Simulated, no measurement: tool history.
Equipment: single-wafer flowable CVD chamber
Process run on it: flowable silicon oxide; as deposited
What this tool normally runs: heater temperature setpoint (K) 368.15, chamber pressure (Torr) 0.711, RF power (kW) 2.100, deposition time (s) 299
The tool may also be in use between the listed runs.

| run | hour | heater temperature setpoint (K) | chamber pressure (Torr) | RF power (kW) | deposition time (s) | read-back reference wafer on the same gauge, thickness_nm | mean film thickness on the monitor wafer (nm) |
|---|---|---|---|---|---|---|---|
| 1 | 0.0 | 368.15 | 0.711 | 2.100 | 299 | 193.899 | 205.713 |
| 2 | 92.4 | 368.15 | 0.711 | 2.100 | 299 | 193.938 | 205.844 |
| 3 | 162.5 | 368.15 | 0.711 | 2.100 | 299 | 193.964 | 203.433 |
| 4 | 214.9 | 368.15 | 0.711 | 2.100 | 299 | 193.871 | 206.746 |
| 5 | 279.4 | 368.15 | 0.769 | 2.100 | 299 | 193.710 | 222.519 |
| 6 | 333.5 | 368.15 | 0.661 | 2.100 | 279 | 194.071 | 177.961 |
| 7 | 439.2 | 381.15 | 0.711 | 1.970 | 299 | 194.311 | 134.047 |
| 8 | 498.0 | 368.15 | 0.711 | 2.285 | 351 | 193.943 | 248.752 |
| 9 | 598.7 | 383.15 | 0.711 | 2.100 | 299 | 193.665 | 127.461 |
|  | 629.2 | showerhead replaced |
| 10 | 693.3 | 368.15 | 0.711 | 2.100 | 299 | 194.117 | 205.687 |
| 11 | 737.6 | 368.15 | 0.582 | 2.100 | 299 | 193.887 | 170.770 |
| 12 | 843.6 | 368.15 | 0.711 | 2.100 | 299 | 194.066 | 208.954 |
| 13 | 950.3 | 368.15 | 0.711 | 2.100 | 299 | 194.048 | 208.532 |
|  | 1019.7 | gauge calibrated |
| 14 | 1037.9 | 373.15 | 0.573 | 2.100 | 299 | 194.349 | 142.659 |
| 15 | 1075.0 | 380.15 | 0.821 | 2.100 | 299 | 193.991 | 161.836 |
| 16 | 1165.1 | 368.15 | 0.644 | 2.100 | 349 | 194.074 | 220.718 |
|  | 1196.1 | thermocouple changed; heater temperature recalibrated |
| 17 | 1239.5 | 380.15 | 0.711 | 2.290 | 316 | 194.086 | 147.288 |
| 18 | 1344.1 | 368.15 | 0.795 | 2.100 | 299 | 194.052 | 227.836 |
| 19 | 1439.7 | 368.15 | 0.711 | 2.100 | 299 | 193.707 | 204.717 |
| 20 | 1519.0 | 368.15 | 0.711 | 1.890 | 299 | 193.944 | 199.252 |
| 21 | 1622.1 | 368.15 | 0.711 | 2.100 | 299 | 194.141 | 202.611 |
| 22 | 1868.7 | 368.15 | 0.711 | 2.100 | 299 | 193.980 | 203.619 |
| 23 | 1913.1 | 368.15 | 0.711 | 2.100 | 299 | 193.785 | 204.621 |
| 24 | 2003.6 | 361.15 | 0.612 | 2.230 | 328 | 194.008 | 243.181 |
| 25 | 2067.0 | 368.15 | 0.711 | 2.100 | 299 | 194.037 | 206.215 |
| 26 | 2104.8 | 380.15 | 0.558 | 1.865 | 299 | 194.001 | 106.232 |
| 27 | 2168.7 | 358.15 | 0.711 | 1.935 | 342 | 194.182 | 309.150 |

Here are 5 independent what-if runs from the current tool condition. What would each one return?
| A | 2169.2 | 368.15 | 0.711 | 2.100 | 299 | ? | ? |
| B | 2169.2 | 354.15 | 0.858 | 2.100 | 299 | ? | ? |
| C | 2169.2 | 368.15 | 0.711 | 2.100 | 265 | ? | ? |
| D | 2169.2 | 357.15 | 0.820 | 2.100 | 299 | ? | ? |
| E | 2169.2 | 383.15 | 0.711 | 2.100 | 267 | ? | ? |

| run | read-back reference wafer on the same gauge, thickness_nm | mean film thickness on the monitor wafer (nm) |
|---|---|---|
| A | 193.815 | 203.550 |
| B | 193.815 | 375.937 |
| C | 193.815 | 180.404 |
| D | 193.815 | 328.838 |
| E | 193.815 | 111.805 |
Had the tool no hidden state, the same runs would have come out as:
| run | mean film thickness on the monitor wafer (nm) |
|---|---|
| A | 202.330 |
| B | 373.859 |
| C | 179.322 |
| D | 327.050 |
| E | 111.147 |

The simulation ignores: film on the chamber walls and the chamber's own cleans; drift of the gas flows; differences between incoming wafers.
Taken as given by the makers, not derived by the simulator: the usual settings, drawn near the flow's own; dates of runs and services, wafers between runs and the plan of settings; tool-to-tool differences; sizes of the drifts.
